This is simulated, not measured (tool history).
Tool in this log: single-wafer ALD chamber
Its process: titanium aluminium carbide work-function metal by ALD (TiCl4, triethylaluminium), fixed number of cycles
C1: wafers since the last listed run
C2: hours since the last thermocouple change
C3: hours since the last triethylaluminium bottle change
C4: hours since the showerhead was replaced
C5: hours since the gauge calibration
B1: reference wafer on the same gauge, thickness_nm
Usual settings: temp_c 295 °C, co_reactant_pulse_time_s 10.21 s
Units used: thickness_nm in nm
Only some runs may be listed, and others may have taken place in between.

run 1 hour=0 | temp_c=295 co_reactant_pulse_time_s=10.21 | C1=0 C2=2113.8 C3=517.1 C4=3805.5 C5=3083.6 | B1=1.851 | thickness_nm=1.858
run 2 hour=49.5 | temp_c=295 co_reactant_pulse_time_s=10.21 | C1=569 C2=2163.3 C3=566.6 C4=3855 C5=3133.1 | B1=1.853 | thickness_nm=1.861
run 3 hour=138 | temp_c=295 co_reactant_pulse_time_s=10.21 | C1=1019 C2=2251.8 C3=655.1 C4=3943.5 C5=3221.6 | B1=1.852 | thickness_nm=1.863
-- hour=154.4 showerhead replaced, of another model than before
run 4 hour=216.9 | temp_c=295 co_reactant_pulse_time_s=7.06 | C1=816 C2=2330.7 C3=734 C4=62.5 C5=3300.5 | B1=1.856 | thickness_nm=1.779
run 5 hour=300.9 | temp_c=295 co_reactant_pulse_time_s=10.21 | C1=967 C2=2414.7 C3=818 C4=146.5 C5=3384.5 | B1=1.846 | thickness_nm=1.876
run 6 hour=402.7 | temp_c=295 co_reactant_pulse_time_s=10.21 | C1=1172 C2=2516.5 C3=919.8 C4=248.3 C5=3486.3 | B1=1.848 | thickness_nm=1.894
-- hour=442.7 gauge calibrated
run 7 hour=482.3 | temp_c=295 co_reactant_pulse_time_s=10.21 | C1=916 C2=2596.1 C3=999.4 C4=327.9 C5=39.6 | B1=1.849 | thickness_nm=1.875
run 8 hour=566.8 | temp_c=302 co_reactant_pulse_time_s=10.21 | C1=972 C2=2680.6 C3=1083.9 C4=412.4 C5=124.1 | B1=1.85 | thickness_nm=1.963
run 9 hour=619.3 | temp_c=285 co_reactant_pulse_time_s=10.21 | C1=604 C2=2733.1 C3=1136.4 C4=464.9 C5=176.6 | B1=1.854 | thickness_nm=1.799
run 10 hour=660.4 | temp_c=285 co_reactant_pulse_time_s=10.21 | C1=473 C2=2774.2 C3=1177.5 C4=506 C5=217.7 | B1=1.854 | thickness_nm=1.783
run 11 hour=699.1 | temp_c=295 co_reactant_pulse_time_s=7.06 | C1=445 C2=2812.9 C3=1216.2 C4=544.7 C5=256.4 | B1=1.851 | thickness_nm=1.794
run 12 hour=754.3 | temp_c=295 co_reactant_pulse_time_s=9.07 | C1=635 C2=2868.1 C3=1271.4 C4=599.9 C5=311.6 | B1=1.852 | thickness_nm=1.857
run 13 hour=792.4 | temp_c=281 co_reactant_pulse_time_s=8.91 | C1=438 C2=2906.2 C3=1309.5 C4=638 C5=349.7 | B1=1.847 | thickness_nm=1.733
run 14 hour=846.3 | temp_c=295 co_reactant_pulse_time_s=12.65 | C1=620 C2=2960.1 C3=1363.4 C4=691.9 C5=403.6 | B1=1.85 | thickness_nm=1.919
run 15 hour=941.2 | temp_c=295 co_reactant_pulse_time_s=7.71 | C1=1092 C2=3055 C3=1458.3 C4=786.8 C5=498.5 | B1=1.851 | thickness_nm=1.816
run 16 hour=994.5 | temp_c=295 co_reactant_pulse_time_s=10.21 | C1=613 C2=3108.3 C3=1511.6 C4=840.1 C5=551.8 | B1=1.85 | thickness_nm=1.89
run 17 hour=1058 | temp_c=295 co_reactant_pulse_time_s=10.21 | C1=731 C2=3171.8 C3=1575.1 C4=903.6 C5=615.3 | B1=1.853 | thickness_nm=1.875
run 18 hour=1101.4 | temp_c=283 co_reactant_pulse_time_s=10.21 | C1=499 C2=3215.2 C3=1618.5 C4=947 C5=658.7 | B1=1.853 | thickness_nm=1.765
-- hour=1109.8 thermocouple changed; heater temperature recalibrated
run 19 hour=1157.9 | temp_c=295 co_reactant_pulse_time_s=10.21 | C1=558 C2=48.1 C3=1675 C4=1003.5 C5=715.2 | B1=1.854 | thickness_nm=1.827

Run 20 is up next; what results do you expect?
run 20 hour=1200.1 | temp_c=286 co_reactant_pulse_time_s=10.21 | C1=485 C2=90.3 C3=1717.2 C4=1045.7 C5=757.4 | B1=? | thickness_nm=?

{"run 20": {"B1": 1.849, "thickness_nm": 1.737}}
The same run, on a tool lacking any hidden state, would have yielded thickness_nm 1.739 nm.
